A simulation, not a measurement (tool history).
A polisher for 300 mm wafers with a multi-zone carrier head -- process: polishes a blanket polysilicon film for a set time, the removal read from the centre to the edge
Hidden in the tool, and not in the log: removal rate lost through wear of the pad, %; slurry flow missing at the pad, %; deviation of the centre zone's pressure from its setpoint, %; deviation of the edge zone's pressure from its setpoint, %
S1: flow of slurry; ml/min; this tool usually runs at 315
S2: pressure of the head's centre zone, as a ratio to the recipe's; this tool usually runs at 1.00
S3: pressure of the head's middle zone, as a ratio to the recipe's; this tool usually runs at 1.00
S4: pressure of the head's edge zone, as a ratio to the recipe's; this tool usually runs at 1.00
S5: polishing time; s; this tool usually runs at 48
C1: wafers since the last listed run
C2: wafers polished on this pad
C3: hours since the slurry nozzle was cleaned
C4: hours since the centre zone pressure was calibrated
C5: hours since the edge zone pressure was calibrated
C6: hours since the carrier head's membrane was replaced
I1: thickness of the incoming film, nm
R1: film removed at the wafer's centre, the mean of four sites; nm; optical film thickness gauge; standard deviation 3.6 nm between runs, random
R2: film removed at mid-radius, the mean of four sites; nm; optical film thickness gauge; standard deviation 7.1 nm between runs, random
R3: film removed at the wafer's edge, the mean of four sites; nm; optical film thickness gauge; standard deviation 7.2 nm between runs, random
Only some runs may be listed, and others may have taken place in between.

| run | hour | S1 | S2 | S3 | S4 | S5 | C1 | C2 | C3 | C4 | C5 | C6 | I1 | R1 | R2 | R3 |
|---|---|---|---|---|---|---|---|---|---|---|---|---|---|---|---|---|
| 1 | 0.0 | 315 | 1.00 | 1.00 | 1.00 | 48 | 0 | 2113 | 455.1 | 248.7 | 251.2 | 738.9 | 1516.2 | 507.7 | 509.1 | 506.0 |
| 2 | 34.3 | 315 | 1.00 | 1.00 | 1.00 | 48 | 520 | 2634 | 489.4 | 283.0 | 285.5 | 773.2 | 1518.9 | 505.7 | 492.8 | 511.2 |
|  | 49.9 | slurry nozzle cleaned |
|  | 61.4 | carrier head's membrane replaced by a new one |
| 3 | 97.4 | 315 | 1.00 | 1.00 | 1.00 | 48 | 866 | 3501 | 47.5 | 346.1 | 348.6 | 36.0 | 1500.1 | 499.7 | 502.8 | 514.6 |
| 4 | 144.8 | 315 | 1.00 | 1.00 | 1.00 | 48 | 719 | 4221 | 94.9 | 393.5 | 396.0 | 83.4 | 1488.8 | 508.7 | 504.1 | 522.8 |
|  | 192.9 | edge zone pressure recalibrated |
| 5 | 204.1 | 315 | 1.00 | 1.00 | 1.09 | 48 | 869 | 5090 | 154.2 | 452.8 | 11.2 | 142.7 | 1494.6 | 504.8 | 484.0 | 525.6 |
|  | 240.2 | worn pad replaced by a new one |
| 6 | 248.1 | 315 | 1.00 | 1.00 | 1.09 | 48 | 607 | 120 | 198.2 | 496.8 | 55.2 | 186.7 | 1483.1 | 505.1 | 507.5 | 539.0 |
|  | 310.4 | centre zone pressure recalibrated |
| 7 | 313.1 | 315 | 1.00 | 1.00 | 1.00 | 48 | 956 | 1076 | 263.2 | 2.7 | 120.2 | 251.7 | 1484.2 | 504.8 | 500.2 | 515.2 |
| 8 | 370.0 | 315 | 1.00 | 1.00 | 1.00 | 48 | 863 | 1940 | 320.1 | 59.6 | 177.1 | 308.6 | 1491.7 | 499.4 | 507.5 | 515.3 |
| 9 | 473.1 | 210 | 1.00 | 1.06 | 1.06 | 65 | 1565 | 3505 | 423.2 | 162.7 | 280.2 | 411.7 | 1520.7 | 657.7 | 670.2 | 696.1 |
|  | 477.1 | slurry nozzle cleaned |
| 10 | 509.8 | 315 | 1.03 | 1.00 | 1.00 | 48 | 541 | 4047 | 32.7 | 199.4 | 316.9 | 448.4 | 1507.9 | 517.5 | 502.6 | 506.9 |
|  | 532.5 | worn pad replaced by a new one |
| 11 | 548.8 | 210 | 1.00 | 1.06 | 1.06 | 65 | 531 | 247 | 71.7 | 238.4 | 355.9 | 487.4 | 1496.2 | 655.6 | 703.2 | 684.1 |
| 12 | 597.8 | 315 | 1.08 | 1.00 | 1.00 | 36 | 743 | 991 | 120.7 | 287.4 | 404.9 | 536.4 | 1501.6 | 402.6 | 376.1 | 380.5 |
| 13 | 669.1 | 315 | 1.00 | 1.00 | 1.00 | 48 | 1082 | 2073 | 192.0 | 358.7 | 476.2 | 607.7 | 1488.6 | 496.7 | 503.2 | 504.0 |
|  | 673.7 | edge zone pressure recalibrated |
| 14 | 736.6 | 260 | 1.00 | 1.00 | 1.00 | 48 | 994 | 3068 | 259.5 | 426.2 | 62.9 | 675.2 | 1507.0 | 490.8 | 495.0 | 503.4 |
| 15 | 784.0 | 315 | 1.00 | 1.00 | 1.00 | 48 | 719 | 3787 | 306.9 | 473.6 | 110.3 | 722.6 | 1499.4 | 509.6 | 500.4 | 496.9 |
|  | 817.0 | worn pad replaced by a new one |
| 16 | 818.8 | 385 | 0.90 | 0.89 | 1.00 | 48 | 467 | 26 | 341.7 | 508.4 | 145.1 | 757.4 | 1480.9 | 477.4 | 462.4 | 518.6 |
| 17 | 880.6 | 315 | 1.00 | 1.00 | 1.00 | 38 | 938 | 964 | 403.5 | 570.2 | 206.9 | 819.2 | 1517.7 | 403.0 | 405.6 | 410.6 |
|  | 911.9 | centre zone pressure recalibrated |
| 18 | 931.1 | 265 | 1.11 | 1.00 | 1.00 | 48 | 736 | 1701 | 454.0 | 19.2 | 257.4 | 869.7 | 1500.1 | 530.3 | 487.1 | 506.7 |
| 19 | 965.0 | 315 | 0.88 | 1.00 | 1.00 | 48 | 514 | 2215 | 487.9 | 53.1 | 291.3 | 903.6 | 1493.9 | 462.5 | 494.8 | 501.7 |
|  | 970.2 | slurry nozzle cleaned |
|  | 983.3 | carrier head's membrane replaced by a new one |
| 20 | 1023.3 | 315 | 1.00 | 1.00 | 1.00 | 48 | 794 | 3009 | 53.1 | 111.4 | 349.6 | 40.0 | 1505.6 | 507.5 | 507.1 | 509.7 |
| 21 | 1079.5 | 315 | 1.00 | 0.97 | 1.11 | 48 | 853 | 3863 | 109.3 | 167.6 | 405.8 | 96.2 | 1486.8 | 504.6 | 483.5 | 530.3 |
|  | 1088.6 | edge zone pressure recalibrated |
|  | 1105.6 | worn pad replaced by a new one |
| 22 | 1115.2 | 315 | 1.00 | 1.00 | 1.12 | 48 | 450 | 146 | 145.0 | 203.3 | 26.6 | 131.9 | 1493.7 | 508.6 | 503.9 | 534.4 |
| 23 | 1182.3 | 360 | 1.00 | 1.00 | 1.00 | 48 | 1018 | 1165 | 212.1 | 270.4 | 93.7 | 199.0 | 1519.5 | 510.6 | 506.1 | 507.6 |

Branching from run 23: 3 alternative next runs. What would each branch give?
| A | 1182.7 | 345 | 1.00 | 1.00 | 1.00 | 48 | 6 | 1171 | 212.5 | 270.8 | 94.1 | 199.4 | 1504.9 | ? | ? | ? |
| B | 1182.7 | 315 | 0.96 | 1.00 | 0.95 | 48 | 6 | 1171 | 212.5 | 270.8 | 94.1 | 199.4 | 1504.9 | ? | ? | ? |
| C | 1182.7 | 315 | 1.00 | 1.00 | 1.00 | 63 | 6 | 1171 | 212.5 | 270.8 | 94.1 | 199.4 | 1504.9 | ? | ? | ? |

| run | R1 | R2 | R3 |
|---|---|---|---|
| A | 510.3 | 500.9 | 524.6 |
| B | 492.1 | 497.2 | 508.9 |
| C | 664.2 | 652.4 | 684.5 |
With the hidden condition removed and each run's random variation left untouched, the same runs would have given:
| run | R1 | R2 | R3 |
|---|---|---|---|
| A | 510.3 | 500.9 | 524.6 |
| B | 492.1 | 497.2 | 508.9 |
| C | 664.2 | 652.4 | 684.5 |
